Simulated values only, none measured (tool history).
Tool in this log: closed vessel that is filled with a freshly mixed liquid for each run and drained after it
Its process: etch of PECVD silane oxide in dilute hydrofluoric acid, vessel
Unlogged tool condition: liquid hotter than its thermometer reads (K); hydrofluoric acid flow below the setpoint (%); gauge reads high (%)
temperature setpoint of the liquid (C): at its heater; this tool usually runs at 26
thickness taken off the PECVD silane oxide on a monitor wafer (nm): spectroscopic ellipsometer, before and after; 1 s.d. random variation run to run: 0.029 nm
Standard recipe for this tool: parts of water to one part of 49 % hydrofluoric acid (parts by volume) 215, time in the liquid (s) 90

run	hour	temperature setpoint of the liquid (C)	parts of water to one part of 49 % hydrofluoric acid (parts by volume)	time in the liquid (s)	wafers since the last listed run	hours since the thermometer was replaced	hours since the hydrofluoric acid flow meter was replaced	hours since the gauge calibration	read-back film thickness of the PECVD silane oxide reference wafer, read on the same gauge (nm)	thickness taken off the PECVD silane oxide on a monitor wafer (nm)
1	0	26	215	90	0	1008.1	144.7	472.2	59.98	7.12
2	13.4	26	215	90	1481	1021.5	158.1	485.6	60.01	7.09
3	20.5	26	215	90	785	1028.6	165.2	492.7	59.99	7.08
4	36.8	26	215	90	1802	1044.9	181.5	509	60.01	7.13
# hour 49.1: gauge calibrated
5	51.5	26	215	90	1625	1059.6	196.2	2.4	60.01	7.11
6	61.4	26	215	90	1094	1069.5	206.1	12.3	60	7.09
7	69.6	26	215	90	906	1077.7	214.3	20.5	60	7.1
8	85	26	215	90	1702	1093.1	229.7	35.9	60.01	7.07
9	101	26	215	90	1769	1109.1	245.7	51.9	60	7.07
10	112.1	26	215	90	1227	1120.2	256.8	63	59.99	7.08
11	121.5	26	215	90	1039	1129.6	266.2	72.4	60	7.08
12	128.2	26	215	90	740	1136.3	272.9	79.1	60	7.1
13	142	26	215	90	1526	1150.1	286.7	92.9	60	7.08
14	152.5	28	145	50	1161	1160.6	297.2	103.4	60.02	6.85
15	166.5	26	215	90	1548	1174.6	311.2	117.4	60.02	7.11
16	181.2	22	270	40	1625	1189.3	325.9	132.1	60	2.06
17	189.2	30.5	110	90	884	1197.3	333.9	140.1	59.99	18.41
18	195.4	26	215	90	685	1203.5	340.1	146.3	59.99	7.11
19	207.3	27.5	215	110	1315	1215.4	352	158.2	59.99	9.14
20	217.8	24.5	215	90	1161	1225.9	362.5	168.7	60.02	6.74
21	230.4	26	310	130	1393	1238.5	375.1	181.3	60	6.43
22	238.4	26	215	130	884	1246.5	383.1	189.3	59.98	10.26
# hour 251.2: hydrofluoric acid flow meter replaced
23	288.8	26	215	90	5462	1296.9	37.6	239.7	60	7.09
24	298.5	26	175	90	1072	1306.6	47.3	249.4	60.01	9.09
25	309.2	26	215	90	1183	1317.3	58	260.1	60	7.07
# hour 312.2: thermometer replaced
26	315.9	26	215	90	630	3.7	64.7	266.8	59.99	7.1
27	324.8	26	215	60	984	12.6	73.6	275.7	60	4.71
28	336.5	26	260	90	1293	24.3	85.3	287.4	60	5.61
29	351.1	26	295	90	1614	38.9	99.9	302	59.98	4.73
30	374.9	29	125	40	2631	62.7	123.7	325.8	59.99	6.69
31	391.1	22.5	215	140	1791	78.9	139.9	342	60	9.74
32	403.6	22	215	90	1382	91.4	152.4	354.5	60	6.09
33	419.9	29	255	90	1802	107.7	168.7	370.8	59.99	6.36
34	434	22.5	105	115	1559	121.8	182.8	384.9	59.99	18.43

Each row is a separate what-if for the run after 34, all from the same tool condition, not one after another. Results?
A	434.7	26	140	90	77	122.5	183.5	385.6	?	?
B	434.7	24.5	165	90	77	122.5	183.5	385.6	?	?
C	434.7	26	290	90	77	122.5	183.5	385.6	?	?

run	read-back film thickness of the PECVD silane oxide reference wafer, read on the same gauge (nm)	thickness taken off the PECVD silane oxide on a monitor wafer (nm)
A	60.03	11.91
B	60.03	9.27
C	60.03	4.87
Had the tool no hidden state, the same runs would have come out as:
run	thickness taken off the PECVD silane oxide on a monitor wafer (nm)
A	11.91
B	9.27
C	4.87
